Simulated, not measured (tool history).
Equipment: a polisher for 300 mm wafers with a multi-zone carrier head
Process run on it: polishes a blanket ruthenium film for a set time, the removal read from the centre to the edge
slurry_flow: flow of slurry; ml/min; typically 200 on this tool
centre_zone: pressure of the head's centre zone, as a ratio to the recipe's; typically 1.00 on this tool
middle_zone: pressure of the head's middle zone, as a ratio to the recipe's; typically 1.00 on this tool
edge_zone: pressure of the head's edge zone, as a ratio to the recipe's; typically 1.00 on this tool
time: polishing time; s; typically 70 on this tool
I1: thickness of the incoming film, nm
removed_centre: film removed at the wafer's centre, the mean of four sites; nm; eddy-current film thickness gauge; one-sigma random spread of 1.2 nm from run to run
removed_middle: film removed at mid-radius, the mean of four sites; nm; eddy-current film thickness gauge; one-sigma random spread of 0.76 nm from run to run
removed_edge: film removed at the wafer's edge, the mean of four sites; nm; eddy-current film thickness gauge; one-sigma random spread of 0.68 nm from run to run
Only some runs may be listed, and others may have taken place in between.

run 1 hour=0.0 | slurry_flow=200 centre_zone=0.91 middle_zone=1.00 edge_zone=1.07 time=70 | I1=264.1 | removed_centre=77.2 removed_middle=77.9 removed_edge=83.7
run 2 hour=52.1 | slurry_flow=200 centre_zone=0.91 middle_zone=1.00 edge_zone=1.07 time=70 | I1=261.2 | removed_centre=72.1 removed_middle=77.2 removed_edge=83.0
-- hour=58.3 worn pad replaced by a new one
-- hour=61.7 edge zone pressure recalibrated
run 3 hour=112.7 | slurry_flow=200 centre_zone=1.00 middle_zone=1.00 edge_zone=1.00 time=70 | I1=259.5 | removed_centre=84.5 removed_middle=81.3 removed_edge=83.1
run 4 hour=204.3 | slurry_flow=200 centre_zone=1.00 middle_zone=1.00 edge_zone=1.00 time=70 | I1=259.3 | removed_centre=84.1 removed_middle=80.7 removed_edge=82.4
run 5 hour=294.2 | slurry_flow=200 centre_zone=1.00 middle_zone=1.00 edge_zone=1.00 time=70 | I1=262.9 | removed_centre=82.9 removed_middle=79.3 removed_edge=81.2
run 6 hour=336.1 | slurry_flow=200 centre_zone=1.02 middle_zone=1.00 edge_zone=1.00 time=70 | I1=258.8 | removed_centre=81.3 removed_middle=76.7 removed_edge=80.3
-- hour=371.4 worn pad replaced by a new one, of another model than before
-- hour=385.9 edge zone pressure recalibrated
run 7 hour=432.5 | slurry_flow=200 centre_zone=1.00 middle_zone=1.00 edge_zone=1.00 time=65 | I1=254.4 | removed_centre=78.4 removed_middle=75.5 removed_edge=77.7
run 8 hour=469.9 | slurry_flow=200 centre_zone=1.00 middle_zone=1.00 edge_zone=1.00 time=65 | I1=262.5 | removed_centre=76.8 removed_middle=74.1 removed_edge=77.7
run 9 hour=525.2 | slurry_flow=200 centre_zone=1.00 middle_zone=1.00 edge_zone=1.00 time=65 | I1=263.9 | removed_centre=77.2 removed_middle=75.5 removed_edge=78.1
-- hour=574.4 carrier head's membrane replaced by a new one
run 10 hour=607.9 | slurry_flow=200 centre_zone=1.00 middle_zone=1.00 edge_zone=0.94 time=70 | I1=260.0 | removed_centre=80.6 removed_middle=79.5 removed_edge=78.8
-- hour=642.8 slurry nozzle cleaned
-- hour=670.8 worn pad replaced by a new one
run 11 hour=712.9 | slurry_flow=200 centre_zone=0.95 middle_zone=1.00 edge_zone=0.96 time=70 | I1=263.2 | removed_centre=82.0 removed_middle=81.5 removed_edge=82.6
-- hour=727.6 edge zone pressure recalibrated
-- hour=945.6 centre zone pressure recalibrated
run 12 hour=1012.1 | slurry_flow=200 centre_zone=1.00 middle_zone=1.00 edge_zone=1.00 time=70 | I1=261.2 | removed_centre=77.7 removed_middle=75.4 removed_edge=78.4
-- hour=1018.3 edge zone pressure recalibrated
-- hour=1020.1 worn pad replaced by a new one
run 13 hour=1062.7 | slurry_flow=175 centre_zone=0.95 middle_zone=0.93 edge_zone=1.04 time=70 | I1=260.1 | removed_centre=79.3 removed_middle=78.1 removed_edge=86.2
run 14 hour=1100.5 | slurry_flow=255 centre_zone=1.00 middle_zone=1.00 edge_zone=0.95 time=59 | I1=255.1 | removed_centre=73.6 removed_middle=70.4 removed_edge=71.3
run 15 hour=1138.4 | slurry_flow=200 centre_zone=1.00 middle_zone=1.00 edge_zone=1.00 time=65 | I1=259.1 | removed_centre=78.1 removed_middle=75.3 removed_edge=79.3
run 16 hour=1193.7 | slurry_flow=165 centre_zone=1.00 middle_zone=1.04 edge_zone=1.00 time=70 | I1=264.6 | removed_centre=80.5 removed_middle=80.9 removed_edge=82.5
run 17 hour=1262.2 | slurry_flow=200 centre_zone=1.05 middle_zone=1.00 edge_zone=1.00 time=70 | I1=259.8 | removed_centre=86.2 removed_middle=79.4 removed_edge=82.8
-- hour=1315.9 slurry nozzle cleaned
-- hour=1354.0 edge zone pressure recalibrated
run 18 hour=1354.5 | slurry_flow=265 centre_zone=1.00 middle_zone=1.00 edge_zone=1.00 time=70 | I1=263.3 | removed_centre=80.2 removed_middle=78.9 removed_edge=79.7
-- hour=1362.7 worn pad replaced by a new one
run 19 hour=1446.2 | slurry_flow=200 centre_zone=1.00 middle_zone=1.00 edge_zone=1.08 time=70 | I1=264.1 | removed_centre=85.4 removed_middle=81.7 removed_edge=85.9
-- hour=1542.7 carrier head's membrane replaced by a new one
run 20 hour=1552.2 | slurry_flow=200 centre_zone=0.92 middle_zone=1.00 edge_zone=1.00 time=70 | I1=259.7 | removed_centre=77.3 removed_middle=80.2 removed_edge=83.7

4 ways to go on from here, each from the tool as it stands after run 20. What would each give?
run A hour=1552.6 | slurry_flow=200 centre_zone=1.00 middle_zone=1.00 edge_zone=1.00 time=80 | I1=256.3 | removed_centre=? removed_middle=? removed_edge=?
run B hour=1552.6 | slurry_flow=235 centre_zone=1.00 middle_zone=1.00 edge_zone=1.00 time=58 | I1=256.3 | removed_centre=? removed_middle=? removed_edge=?
run C hour=1552.6 | slurry_flow=225 centre_zone=1.00 middle_zone=1.00 edge_zone=1.04 time=50 | I1=256.3 | removed_centre=? removed_middle=? removed_edge=?
run D hour=1552.6 | slurry_flow=200 centre_zone=1.00 middle_zone=0.92 edge_zone=1.00 time=90 | I1=256.3 | removed_centre=? removed_middle=? removed_edge=?

run=A removed_centre=93.7 removed_middle=91.1 removed_edge=94.9
run=B removed_centre=69.1 removed_middle=67.1 removed_edge=69.6
run=C removed_centre=59.3 removed_middle=57.6 removed_edge=61.0
run=D removed_centre=105.3 removed_middle=97.6 removed_edge=106.8
With the hidden condition removed and each run's random variation left untouched, the same runs would have given:
run=A removed_centre=96.5 removed_middle=93.9 removed_edge=97.8
run=B removed_centre=71.2 removed_middle=69.2 removed_edge=71.8
run=C removed_centre=61.1 removed_middle=59.4 removed_edge=62.9
run=D removed_centre=108.6 removed_middle=100.6 removed_edge=110.1
